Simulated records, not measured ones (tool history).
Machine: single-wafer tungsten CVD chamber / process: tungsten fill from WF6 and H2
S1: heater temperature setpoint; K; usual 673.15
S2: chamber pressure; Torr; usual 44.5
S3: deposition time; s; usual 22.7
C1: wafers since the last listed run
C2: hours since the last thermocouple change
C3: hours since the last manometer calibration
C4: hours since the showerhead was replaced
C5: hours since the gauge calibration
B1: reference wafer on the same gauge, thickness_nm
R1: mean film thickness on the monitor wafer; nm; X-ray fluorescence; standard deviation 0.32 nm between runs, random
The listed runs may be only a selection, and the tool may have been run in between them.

{"run": 1, "hour": 0.0, "S1": 673.15, "S2": 44.5, "S3": 22.7, "C1": 0, "C2": 694.1, "C3": 499.6, "C4": 5709.4, "C5": 1145, "B1": 83.314, "R1": 79.252}
{"hour": 61.0, "done": "gauge calibrated"}
{"run": 2, "hour": 61.7, "S1": 673.15, "S2": 44.5, "S3": 22.7, "C1": 1926, "C2": 755.8, "C3": 561.3, "C4": 5771.1, "C5": 0.7, "B1": 83.31, "R1": 79.039}
{"run": 3, "hour": 161.7, "S1": 673.15, "S2": 51.7, "S3": 22.7, "C1": 3122, "C2": 855.8, "C3": 661.3, "C4": 5871.1, "C5": 100.7, "B1": 83.282, "R1": 87.367}
{"run": 4, "hour": 253.1, "S1": 684.15, "S2": 38.8, "S3": 22.7, "C1": 2853, "C2": 947.2, "C3": 752.7, "C4": 5962.5, "C5": 192.1, "B1": 83.333, "R1": 89.61}
{"run": 5, "hour": 356.0, "S1": 684.15, "S2": 38.8, "S3": 22.7, "C1": 3212, "C2": 1050.1, "C3": 855.6, "C4": 6065.4, "C5": 295, "B1": 83.408, "R1": 89.922}
{"run": 6, "hour": 410.7, "S1": 684.15, "S2": 38.8, "S3": 22.7, "C1": 1707, "C2": 1104.8, "C3": 910.3, "C4": 6120.1, "C5": 349.7, "B1": 83.247, "R1": 89.481}
{"run": 7, "hour": 498.7, "S1": 673.15, "S2": 44.5, "S3": 20.5, "C1": 2747, "C2": 1192.8, "C3": 998.3, "C4": 6208.1, "C5": 437.7, "B1": 83.348, "R1": 70.988}
{"run": 8, "hour": 572.3, "S1": 673.15, "S2": 44.5, "S3": 20.5, "C1": 2298, "C2": 1266.4, "C3": 1071.9, "C4": 6281.7, "C5": 511.3, "B1": 83.351, "R1": 71.736}
{"run": 9, "hour": 665.9, "S1": 673.15, "S2": 44.5, "S3": 20.5, "C1": 2922, "C2": 1360, "C3": 1165.5, "C4": 6375.3, "C5": 604.9, "B1": 83.276, "R1": 71.524}
{"run": 10, "hour": 769.9, "S1": 680.15, "S2": 44.5, "S3": 24.7, "C1": 3247, "C2": 1464, "C3": 1269.5, "C4": 6479.3, "C5": 708.9, "B1": 83.281, "R1": 98.674}
{"run": 11, "hour": 876.4, "S1": 680.15, "S2": 44.5, "S3": 24.7, "C1": 3325, "C2": 1570.5, "C3": 1376, "C4": 6585.8, "C5": 815.4, "B1": 83.247, "R1": 98.858}
{"hour": 889.2, "done": "showerhead replaced"}
{"run": 12, "hour": 936.7, "S1": 673.15, "S2": 44.5, "S3": 22.7, "C1": 1633, "C2": 1630.8, "C3": 1436.3, "C4": 47.5, "C5": 875.7, "B1": 83.276, "R1": 79.029}
{"hour": 953.8, "done": "capacitance manometer re-zeroed and calibrated"}
{"run": 13, "hour": 1023.1, "S1": 673.15, "S2": 44.5, "S3": 22.7, "C1": 2447, "C2": 1717.2, "C3": 69.3, "C4": 133.9, "C5": 962.1, "B1": 83.209, "R1": 76.486}
{"run": 14, "hour": 1092.3, "S1": 673.15, "S2": 44.5, "S3": 22.7, "C1": 2160, "C2": 1786.4, "C3": 138.5, "C4": 203.1, "C5": 1031.3, "B1": 83.329, "R1": 76.405}
{"run": 15, "hour": 1147.5, "S1": 673.15, "S2": 36.2, "S3": 24.6, "C1": 1723, "C2": 1841.6, "C3": 193.7, "C4": 258.3, "C5": 1086.5, "B1": 83.348, "R1": 71.839}
{"run": 16, "hour": 1186.8, "S1": 659.15, "S2": 53.4, "S3": 26.4, "C1": 1227, "C2": 1880.9, "C3": 233, "C4": 297.6, "C5": 1125.8, "B1": 83.342, "R1": 74.548}
{"hour": 1214.0, "done": "gauge calibrated"}
{"run": 17, "hour": 1254.1, "S1": 682.15, "S2": 40.2, "S3": 18.3, "C1": 2101, "C2": 1948.2, "C3": 300.3, "C4": 364.9, "C5": 40.1, "B1": 83.191, "R1": 69.972}
{"hour": 1363.5, "done": "thermocouple changed; heater temperature recalibrated"}
{"run": 18, "hour": 1364.0, "S1": 664.15, "S2": 53, "S3": 26.4, "C1": 3181, "C2": 0.5, "C3": 410.2, "C4": 474.8, "C5": 150, "B1": 83.354, "R1": 87.237}
{"run": 19, "hour": 1448.6, "S1": 662.15, "S2": 54.7, "S3": 25, "C1": 2641, "C2": 85.1, "C3": 494.8, "C4": 559.4, "C5": 234.6, "B1": 83.25, "R1": 80.37}
{"run": 20, "hour": 1501.5, "S1": 673.15, "S2": 44.5, "S3": 22.7, "C1": 1651, "C2": 138, "C3": 547.7, "C4": 612.3, "C5": 287.5, "B1": 83.209, "R1": 81.692}
{"run": 21, "hour": 1601.8, "S1": 673.15, "S2": 44.5, "S3": 22.7, "C1": 3131, "C2": 238.3, "C3": 648, "C4": 712.6, "C5": 387.8, "B1": 83.262, "R1": 81.14}
{"run": 22, "hour": 1687.0, "S1": 673.15, "S2": 44.5, "S3": 22.7, "C1": 2660, "C2": 323.5, "C3": 733.2, "C4": 797.8, "C5": 473, "B1": 83.391, "R1": 80.262}
{"run": 23, "hour": 1774.5, "S1": 660.15, "S2": 44.5, "S3": 18.9, "C1": 2732, "C2": 411, "C3": 820.7, "C4": 885.3, "C5": 560.5, "B1": 83.233, "R1": 50.274}

What does the tool deliver on the next run?
{"run": 24, "hour": 1861.0, "S1": 669.15, "S2": 41.3, "S3": 22.7, "C1": 2700, "C2": 497.5, "C3": 907.2, "C4": 971.8, "C5": 647, "B1": "?", "R1": "?"}

{"run 24": {"B1": 83.268, "R1": 70.868}}
Minus the tool's unlogged condition, the same run would have read R1 70.125 nm.
